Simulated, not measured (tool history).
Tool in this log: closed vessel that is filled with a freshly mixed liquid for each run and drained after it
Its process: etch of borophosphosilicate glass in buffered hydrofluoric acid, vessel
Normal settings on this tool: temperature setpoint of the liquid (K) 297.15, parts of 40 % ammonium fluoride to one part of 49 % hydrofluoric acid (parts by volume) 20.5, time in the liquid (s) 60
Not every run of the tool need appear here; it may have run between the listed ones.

run,hour,temperature setpoint of the liquid (K),parts of 40 % ammonium fluoride to one part of 49 % hydrofluoric acid (parts by volume),time in the liquid (s),wafers since the last listed run,hours since the thermometer was replaced,hours since the hydrofluoric acid flow meter was replaced,hours since the gauge calibration,"read-back film thickness of the borophosphosilicate glass reference wafer, read on the same gauge (nm)",thickness taken off the borophosphosilicate glass on a monitor wafer (nm)
1,0.0,297.15,23.5,60,0,2636.5,1569.1,3732.7,119.96,54.67
# hour 7.8: gauge calibrated
2,48.9,294.65,20.5,60,6673,2685.4,1618.0,41.1,120.01,52.80
3,121.3,297.15,20.5,60,9881,2757.8,1690.4,113.5,120.02,60.03
# hour 146.0: thermometer replaced
4,183.3,297.15,20.5,60,8325,37.3,1752.4,175.5,119.99,61.15
5,233.9,297.15,20.5,60,6905,87.9,1803.0,226.1,120.02,60.88
6,313.0,297.15,20.5,40,10795,167.0,1882.1,305.2,120.06,40.86
7,447.9,297.15,20.5,60,18410,301.9,2017.0,440.1,120.00,60.83
8,542.3,297.15,20.5,60,12883,396.3,2111.4,534.5,120.02,60.99
9,581.6,295.15,17.0,60,5363,435.6,2150.7,573.8,119.98,65.66
10,686.3,301.15,20.5,35,14289,540.3,2255.4,678.5,120.03,44.04
11,784.3,300.15,26.5,95,13374,638.3,2353.4,776.5,120.04,95.76
12,827.7,295.15,20.5,50,5923,681.7,2396.8,819.9,119.99,45.57
13,892.7,297.15,18.0,60,8871,746.7,2461.8,884.9,120.04,68.73
# hour 917.5: hydrofluoric acid flow meter replaced
14,961.3,295.65,24.5,40,9225,815.3,43.8,953.5,120.00,33.16
15,1053.7,300.65,18.0,90,12610,907.7,136.2,1045.9,120.00,124.55
16,1274.0,297.15,25.0,45,30066,1128.0,356.5,1266.2,120.01,39.74
17,1332.7,295.15,13.5,60,8011,1186.7,415.2,1324.9,120.02,81.81
18,1436.9,293.65,27.5,35,14221,1290.9,519.4,1429.1,119.99,23.65
19,1534.8,295.15,20.5,60,13361,1388.8,617.3,1527.0,119.97,54.54
20,1660.4,293.15,15.0,30,17141,1514.4,742.9,1652.6,120.02,33.01
21,1697.6,297.15,20.5,60,5077,1551.6,780.1,1689.8,120.00,60.48
22,1736.4,301.65,16.0,70,5295,1590.4,818.9,1728.6,119.97,113.35
23,1782.9,297.15,20.5,60,6346,1636.9,865.4,1775.1,119.97,60.65
24,1890.7,298.65,15.0,60,14712,1744.7,973.2,1882.9,119.97,88.88
25,1969.3,297.15,13.0,60,10727,1823.3,1051.8,1961.5,120.00,94.74
26,2062.2,297.15,16.5,75,12678,1916.2,1144.7,2054.4,119.99,92.67
27,2158.8,297.15,24.5,75,13183,2012.8,1241.3,2151.0,120.00,67.02
28,2255.2,297.15,20.5,60,13156,2109.2,1337.7,2247.4,120.01,60.18
29,2309.3,297.15,20.5,60,7383,2163.3,1391.8,2301.5,120.02,60.47
30,2380.7,297.15,16.5,60,9744,2234.7,1463.2,2372.9,119.98,74.44
31,2443.0,293.15,12.5,35,8502,2297.0,1525.5,2435.2,120.00,45.69
32,2533.4,300.15,27.0,60,12337,2387.4,1615.9,2525.6,119.99,58.57

State the hidden condition of the tool at each of the runs:
hydrofluoric acid flow above the setpoint (%): 0, the same for each run
gauge reads high (%): 0, the same for each run
H1: liquid colder than its thermometer reads (K)
run,H1
1,0.383
2,0.39
3,0.4
4,0.0729
5,0.08
6,0.0912
7,0.11
8,0.124
9,0.129
10,0.144
11,0.158
12,0.164
13,0.173
14,0.183
15,0.196
16,0.227
17,0.235
18,0.25
19,0.264
20,0.281
21,0.287
22,0.292
23,0.299
24,0.314
25,0.325
26,0.338
27,0.352
28,0.365
29,0.373
30,0.383
31,0.392
32,0.405
